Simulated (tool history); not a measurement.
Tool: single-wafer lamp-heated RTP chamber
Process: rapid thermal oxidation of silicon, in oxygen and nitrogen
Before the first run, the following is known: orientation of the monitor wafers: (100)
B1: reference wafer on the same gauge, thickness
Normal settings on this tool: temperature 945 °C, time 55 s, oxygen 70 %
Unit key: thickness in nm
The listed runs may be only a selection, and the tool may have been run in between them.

Run 1, hour 0: usual settings but temperature 965 °C, oxygen 94 %; B1 3.171. Result: thickness 4.376 nm.
Run 2, hour 14.3: usual settings but temperature 965 °C, oxygen 94 %; B1 3.17. Result: thickness 4.375 nm.
Run 3, hour 29: usual settings; B1 3.17. Result: thickness 3.505 nm.
Run 4, hour 38.6: usual settings; B1 3.169. Result: thickness 3.508 nm.
Run 5, hour 44.8: usual settings but temperature 931 °C; B1 3.17. Result: thickness 3.235 nm.
Run 6, hour 53.7: usual settings but temperature 931 °C; B1 3.171. Result: thickness 3.224 nm.
Run 7, hour 67.2: usual settings but temperature 934 °C; B1 3.17. Result: thickness 3.278 nm.
Run 8, hour 101.4: usual settings but temperature 934 °C; B1 3.171. Result: thickness 3.282 nm.
Run 9, hour 112.4: usual settings but time 67 s; B1 3.17. Result: thickness 3.773 nm.
Run 10, hour 119.6: usual settings but time 67 s; B1 3.17. Result: thickness 3.774 nm.
Run 11, hour 127: usual settings; B1 3.169. Result: thickness 3.509 nm.
Run 12, hour 135.4: usual settings; B1 3.169. Result: thickness 3.512 nm.
Run 13, hour 146.1: usual settings; B1 3.17. Result: thickness 3.519 nm.
Run 14, hour 155.8: usual settings; B1 3.169. Result: thickness 3.513 nm.
Run 15, hour 166.7: usual settings; B1 3.17. Result: thickness 3.519 nm.
At hour 166.8: gauge calibrated.
Run 16, hour 176.3: usual settings but temperature 923 °C, oxygen 90 %; B1 3.169. Result: thickness 3.283 nm.
Run 17, hour 186.2: usual settings but temperature 923 °C, oxygen 90 %; B1 3.171. Result: thickness 3.29 nm.
Run 18, hour 195.2: usual settings but temperature 923 °C, oxygen 90 %; B1 3.17. Result: thickness 3.277 nm.
Run 19, hour 205.4: usual settings; B1 3.169. Result: thickness 3.519 nm.
Run 20, hour 222.8: usual settings but temperature 924 °C, time 41 s; B1 3.169. Result: thickness 2.857 nm.
At hour 235: oxygen flow controller replaced.
Run 21, hour 239.3: usual settings but temperature 931 °C; B1 3.17. Result: thickness 3.243 nm.
Run 22, hour 254.1: usual settings but temperature 930 °C, time 68 s, oxygen 98 %; B1 3.169. Result: thickness 3.794 nm.
Run 23, hour 271.9: usual settings but temperature 931 °C, time 66 s; B1 3.169. Result: thickness 3.446 nm.
Run 24, hour 286: usual settings but temperature 931 °C; B1 3.171. Result: thickness 3.24 nm.
Run 25, hour 303.1: usual settings but temperature 930 °C, oxygen 49 %; B1 3.17. Result: thickness 2.991 nm.
Run 26, hour 316.1: usual settings; B1 3.169. Result: thickness 3.523 nm.
Run 27, hour 328.6: usual settings; B1 3.17. Result: thickness 3.527 nm.
At hour 344.7: pyrometer window cleaned and pyrometer calibrated.
Run 28, hour 345.2: usual settings but temperature 929 °C, oxygen 42 %; B1 3.17. Result: thickness 2.861 nm.
Run 29, hour 359.3: usual settings but time 29 s, oxygen 57 %; B1 3.17. Result: thickness 2.734 nm.
Run 30, hour 367.4: usual settings but temperature 959 °C, time 31 s; B1 3.17. Result: thickness 3.105 nm.
Run 31, hour 377: usual settings but temperature 954 °C, time 30 s, oxygen 97 %; B1 3.17. Result: thickness 3.241 nm.
Run 32, hour 383.2: usual settings but time 38 s; B1 3.17. Result: thickness 3.078 nm.
Run 33, hour 396.6: usual settings; B1 3.17. Result: thickness 3.491 nm.
Run 34, hour 406.2: usual settings but time 28 s, oxygen 52 %; B1 3.172. Result: thickness 2.666 nm.
Run 35, hour 423.2: usual settings but temperature 920 °C; B1 3.17. Result: thickness 3.034 nm.
Run 36, hour 433.6: usual settings but temperature 936 °C, time 75 s, oxygen 92 %; B1 3.171. Result: thickness 3.989 nm.
Run 37, hour 444.5: usual settings but temperature 975 °C; B1 3.171. Result: thickness 4.259 nm.

Had the tool no unlogged condition, and each run kept its random variation, what would the results have been?
Hidden state at play: true wafer temperature minus pyrometer reading, K; deviation of the oxygen flow from its setpoint, %; gauge reads high (%).
run  thickness
  1      4.346
  2      4.344
  3      3.483
  4      3.485
  5      3.215
  6      3.204
  7      3.256
  8      3.258
  9       3.74
 10      3.741
 11      3.479
 12      3.482
 13      3.488
 14      3.482
 15      3.486
 16      3.253
 17       3.26
 18      3.247
 19      3.484
 20      2.835
 21      3.211
 22      3.749
 23      3.408
 24      3.206
 25      2.963
 26       3.48
 27      3.484
 28      2.861
 29      2.733
 30      3.103
 31      3.239
 32      3.076
 33      3.487
 34      2.664
 35       3.03
 36      3.981
 37      4.249
